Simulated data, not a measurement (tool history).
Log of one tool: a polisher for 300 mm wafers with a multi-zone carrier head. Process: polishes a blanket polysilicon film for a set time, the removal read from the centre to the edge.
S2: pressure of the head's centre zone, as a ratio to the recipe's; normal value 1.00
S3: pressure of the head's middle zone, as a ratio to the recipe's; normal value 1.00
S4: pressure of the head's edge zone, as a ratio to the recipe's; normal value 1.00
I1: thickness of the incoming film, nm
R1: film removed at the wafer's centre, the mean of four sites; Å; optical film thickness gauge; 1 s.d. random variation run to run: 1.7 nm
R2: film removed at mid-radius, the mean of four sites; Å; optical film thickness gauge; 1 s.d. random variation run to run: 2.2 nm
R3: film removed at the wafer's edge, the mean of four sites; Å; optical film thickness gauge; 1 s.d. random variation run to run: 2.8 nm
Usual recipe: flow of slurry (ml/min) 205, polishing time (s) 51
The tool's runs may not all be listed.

{"run": 1, "day": 0.0, "flow of slurry (ml/min)": 205, "S2": 1.0, "S3": 1.0, "S4": 1.11, "polishing time (s)": 51, "I1": 1453.8, "R1": 1977, "R2": 2168, "R3": 2252}
{"run": 2, "day": 0.842, "flow of slurry (ml/min)": 205, "S2": 1.0, "S3": 1.0, "S4": 1.0, "polishing time (s)": 51, "I1": 1491.5, "R1": 1967, "R2": 2127, "R3": 2100}
{"run": 3, "day": 1.775, "flow of slurry (ml/min)": 225, "S2": 1.0, "S3": 1.0, "S4": 1.05, "polishing time (s)": 34, "I1": 1473.7, "R1": 1302, "R2": 1421, "R3": 1413}
{"run": 4, "day": 2.792, "flow of slurry (ml/min)": 205, "S2": 1.0, "S3": 1.0, "S4": 1.0, "polishing time (s)": 51, "I1": 1443.7, "R1": 1934, "R2": 2139, "R3": 2029}
{"run": 5, "day": 4.217, "flow of slurry (ml/min)": 205, "S2": 1.07, "S3": 1.0, "S4": 0.94, "polishing time (s)": 51, "I1": 1460.8, "R1": 2026, "R2": 2092, "R3": 1992}
{"run": 6, "day": 4.9, "flow of slurry (ml/min)": 225, "S2": 0.92, "S3": 0.95, "S4": 1.0, "polishing time (s)": 34, "I1": 1468.6, "R1": 1256, "R2": 1376, "R3": 1408}
{"run": 7, "day": 5.867, "flow of slurry (ml/min)": 205, "S2": 1.07, "S3": 1.0, "S4": 0.94, "polishing time (s)": 51, "I1": 1457.7, "R1": 2135, "R2": 2117, "R3": 1939}
{"run": 8, "day": 6.742, "flow of slurry (ml/min)": 205, "S2": 0.96, "S3": 1.09, "S4": 1.0, "polishing time (s)": 45, "I1": 1492.2, "R1": 1829, "R2": 2115, "R3": 1869}
{"run": 9, "day": 7.45, "flow of slurry (ml/min)": 205, "S2": 1.0, "S3": 1.0, "S4": 1.0, "polishing time (s)": 51, "I1": 1466.5, "R1": 2163, "R2": 2261, "R3": 2178}
{"run": 10, "day": 8.8, "flow of slurry (ml/min)": 205, "S2": 1.0, "S3": 1.0, "S4": 1.0, "polishing time (s)": 51, "I1": 1444.1, "R1": 2178, "R2": 2276, "R3": 2124}
{"run": 11, "day": 9.921, "flow of slurry (ml/min)": 160, "S2": 1.1, "S3": 1.06, "S4": 0.89, "polishing time (s)": 51, "I1": 1450.9, "R1": 2279, "R2": 2258, "R3": 1983}
{"run": 12, "day": 10.604, "flow of slurry (ml/min)": 205, "S2": 0.91, "S3": 1.0, "S4": 1.0, "polishing time (s)": 36, "I1": 1471.7, "R1": 1351, "R2": 1609, "R3": 1525}
{"run": 13, "day": 11.567, "flow of slurry (ml/min)": 205, "S2": 1.0, "S3": 1.0, "S4": 1.0, "polishing time (s)": 51, "I1": 1463.7, "R1": 2102, "R2": 2213, "R3": 2141}
{"run": 14, "day": 12.567, "flow of slurry (ml/min)": 205, "S2": 1.06, "S3": 1.0, "S4": 1.08, "polishing time (s)": 51, "I1": 1487.5, "R1": 2215, "R2": 2245, "R3": 2179}
{"run": 15, "day": 14.067, "flow of slurry (ml/min)": 205, "S2": 1.0, "S3": 1.06, "S4": 1.0, "polishing time (s)": 51, "I1": 1486.1, "R1": 2118, "R2": 2350, "R3": 2100}
{"run": 16, "day": 14.85, "flow of slurry (ml/min)": 205, "S2": 1.08, "S3": 1.0, "S4": 1.0, "polishing time (s)": 51, "I1": 1470.7, "R1": 2256, "R2": 2240, "R3": 2132}
{"run": 17, "day": 15.646, "flow of slurry (ml/min)": 245, "S2": 1.0, "S3": 1.0, "S4": 1.0, "polishing time (s)": 59, "I1": 1481.9, "R1": 2468, "R2": 2649, "R3": 2505}
{"run": 18, "day": 16.35, "flow of slurry (ml/min)": 205, "S2": 1.0, "S3": 1.0, "S4": 1.0, "polishing time (s)": 51, "I1": 1474.5, "R1": 2088, "R2": 2228, "R3": 2156}
{"run": 19, "day": 17.646, "flow of slurry (ml/min)": 205, "S2": 1.0, "S3": 1.0, "S4": 1.0, "polishing time (s)": 51, "I1": 1456.9, "R1": 2070, "R2": 2233, "R3": 2127}
{"run": 20, "day": 18.733, "flow of slurry (ml/min)": 175, "S2": 1.0, "S3": 1.09, "S4": 1.0, "polishing time (s)": 51, "I1": 1490.1, "R1": 1982, "R2": 2282, "R3": 2123}
{"run": 21, "day": 20.188, "flow of slurry (ml/min)": 205, "S2": 1.0, "S3": 1.0, "S4": 1.12, "polishing time (s)": 36, "I1": 1459.9, "R1": 1418, "R2": 1564, "R3": 1623}
{"run": 22, "day": 20.908, "flow of slurry (ml/min)": 205, "S2": 1.05, "S3": 1.0, "S4": 1.0, "polishing time (s)": 51, "I1": 1476.7, "R1": 2069, "R2": 2213, "R3": 2180}

Put back what was entered between runs (4 entries, withheld): which listed runs does each sit between, and how does the hidden state differ from the listed run before to the listed run after?
In the gap between runs 5 and 6: centre zone pressure recalibrated (day 4.467)
  slurry flow missing at the pad, %: 36.6 -> 38.1; deviation of the centre zone's pressure from its setpoint, %: -8.37 -> -0.598
  measured result minus the result with no hidden state, R1: -334 -> -91 Å; R2: -123 -> -80 Å; R3: -85 -> -60 Å
In the gap between runs 6 and 7: worn pad replaced by a new one (day 5.217)
  slurry flow missing at the pad, %: 38.1 -> 40.3; deviation of the centre zone's pressure from its setpoint, %: -0.598 -> -0.643
  measured result minus the result with no hidden state, R1: -91 -> -181 Å; R2: -80 -> -145 Å; R3: -60 -> -96 Å
In the gap between runs 7 and 8: slurry nozzle cleaned (day 5.992)
  slurry flow missing at the pad, %: 40.3 -> 1.14; deviation of the centre zone's pressure from its setpoint, %: -0.643 -> -0.726
  measured result minus the result with no hidden state, R1: -181 -> -16 Å; R2: -145 -> -3 Å; R3: -96 -> -2 Å
In the gap between runs 18 and 19: worn pad replaced by a new one (day 16.867)
  slurry flow missing at the pad, %: 4.66 -> 5.6; deviation of the centre zone's pressure from its setpoint, %: -4.24 -> -5.08
  measured result minus the result with no hidden state, R1: -106 -> -127 Å; R2: -11 -> -14 Å; R3: -9 -> -10 Å
